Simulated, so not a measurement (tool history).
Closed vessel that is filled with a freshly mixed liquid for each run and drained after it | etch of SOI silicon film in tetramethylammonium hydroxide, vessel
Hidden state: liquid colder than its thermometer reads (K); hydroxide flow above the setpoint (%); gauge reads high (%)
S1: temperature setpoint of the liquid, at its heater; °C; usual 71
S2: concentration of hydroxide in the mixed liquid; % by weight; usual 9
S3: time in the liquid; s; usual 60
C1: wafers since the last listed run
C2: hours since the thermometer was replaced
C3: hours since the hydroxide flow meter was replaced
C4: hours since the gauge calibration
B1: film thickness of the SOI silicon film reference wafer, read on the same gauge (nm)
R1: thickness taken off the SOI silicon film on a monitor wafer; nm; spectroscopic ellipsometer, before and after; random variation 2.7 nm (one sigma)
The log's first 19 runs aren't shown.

run 20 hour=1806 | S1=71 S2=6.5 S3=30 | C1=11121 C2=2620.4 C3=1124.8 C4=3850 | B1=133.46 | R1=254.74
-- hour=1815 thermometer replaced
run 21 hour=1880.8 | S1=71 S2=10.5 S3=85 | C1=10208 C2=65.8 C3=1199.6 C4=3924.8 | B1=133.54 | R1=619.51
-- hour=1942.1 hydroxide flow meter replaced
run 22 hour=1975.9 | S1=71 S2=9 S3=70 | C1=13016 C2=160.9 C3=33.8 C4=4019.9 | B1=133.58 | R1=539.82
run 23 hour=2079.6 | S1=76.5 S2=9 S3=75 | C1=14344 C2=264.6 C3=137.5 C4=4123.6 | B1=133.7 | R1=793.41
run 24 hour=2163.7 | S1=71 S2=9 S3=60 | C1=11633 C2=348.7 C3=221.6 C4=4207.7 | B1=133.78 | R1=464.22
-- hour=2202.7 gauge calibrated
run 25 hour=2236.9 | S1=71 S2=9 S3=60 | C1=10125 C2=421.9 C3=294.8 C4=34.2 | B1=129.55 | R1=448.86
run 26 hour=2305 | S1=66.5 S2=11 S3=90 | C1=9420 C2=490 C3=362.9 C4=102.3 | B1=129.58 | R1=475.77
run 27 hour=2372 | S1=71 S2=9 S3=60 | C1=9267 C2=557 C3=429.9 C4=169.3 | B1=129.67 | R1=449.29
run 28 hour=2412 | S1=76.5 S2=11 S3=75 | C1=5533 C2=597 C3=469.9 C4=209.3 | B1=129.74 | R1=710.21
run 29 hour=2504 | S1=71 S2=10 S3=80 | C1=12726 C2=689 C3=561.9 C4=301.3 | B1=129.79 | R1=574.75
run 30 hour=2548.3 | S1=66 S2=9 S3=90 | C1=6127 C2=733.3 C3=606.2 C4=345.6 | B1=129.83 | R1=498.37
run 31 hour=2847.6 | S1=71 S2=9 S3=85 | C1=41401 C2=1032.6 C3=905.5 C4=644.9 | B1=130.08 | R1=638.6
run 32 hour=2944.8 | S1=71 S2=9 S3=60 | C1=13445 C2=1129.8 C3=1002.7 C4=742.1 | B1=130.14 | R1=450.4
run 33 hour=3050 | S1=71 S2=7.5 S3=75 | C1=14551 C2=1235 C3=1107.9 C4=847.3 | B1=130.29 | R1=598.08

Forecast each of these 4 alternatives for the next run:
run A hour=3050.7 | S1=77 S2=9 S3=60 | C1=96 C2=1235.7 C3=1108.6 C4=848 | B1=? | R1=?
run B hour=3050.7 | S1=71 S2=8 S3=60 | C1=96 C2=1235.7 C3=1108.6 C4=848 | B1=? | R1=?
run C hour=3050.7 | S1=75 S2=9 S3=60 | C1=96 C2=1235.7 C3=1108.6 C4=848 | B1=? | R1=?
run D hour=3050.7 | S1=71 S2=7 S3=70 | C1=96 C2=1235.7 C3=1108.6 C4=848 | B1=? | R1=?

run=A B1=130.25 R1=632.22
run=B B1=130.25 R1=466.23
run=C B1=130.25 R1=564.43
run=D B1=130.25 R1=565.08
Without the tool's hidden state the same runs would have given:
run=A R1=630.91
run=B R1=465.27
run=C R1=563.27
run=D R1=563.91
